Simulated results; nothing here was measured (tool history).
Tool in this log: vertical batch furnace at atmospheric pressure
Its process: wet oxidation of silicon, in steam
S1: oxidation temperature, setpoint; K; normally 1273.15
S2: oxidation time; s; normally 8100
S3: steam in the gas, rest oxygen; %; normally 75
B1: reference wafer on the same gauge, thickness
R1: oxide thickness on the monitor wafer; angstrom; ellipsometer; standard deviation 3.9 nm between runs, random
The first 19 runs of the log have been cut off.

run    hour       S1     S2  S3      B1      R1
 20  1621.1  1273.15   8100  75  595.33  6912.1
     1730.6  -- thermocouples replaced and temperature profile calibrated, repeated, since the last time left the tool worse
     1747.7  -- steam generator serviced
 21  1748.2  1281.15   5220  67  595.14  4816.1
 22  1765.8  1273.15   8100  75  595.31  6601.1
 23  1860.4  1286.15  11550  75  595.31  8921.0
     1865.6  -- gauge calibrated
 24  1905.5  1273.15  11550  71  595.68  8022.3
 25  1996.4  1250.15   4920  75  594.28  3986.2
 26  2054.7  1263.15   8100  68  595.05  5842.5
 27  2158.5  1273.15   8100  75  594.59  6615.9
 28  2198.5  1289.15   6780  83  595.43  6908.2
 29  2249.2  1258.15   8100  66  594.48  5563.2
 30  2299.1  1253.15   8100  81  595.98  6077.5
 31  2386.0  1257.15  10950  64  594.95  6535.3
 32  2445.1  1273.15   5430  87  594.70  5721.2
 33  2550.6  1273.15   7050  87  595.38  6699.2
 34  2649.5  1266.15   5550  64  595.16  4411.7
 35  2757.4  1280.15  11520  80  594.81  9031.8

Run 36 is up next; what results do you expect?
 36  2855.0  1287.15  8100  75   ?   ?

Run 36 produced B1 595.57, R1 7216.5 angstrom.
Were there no unlogged condition in the tool, this run, its random variation unchanged, would have produced R1 7192.7 angstrom.
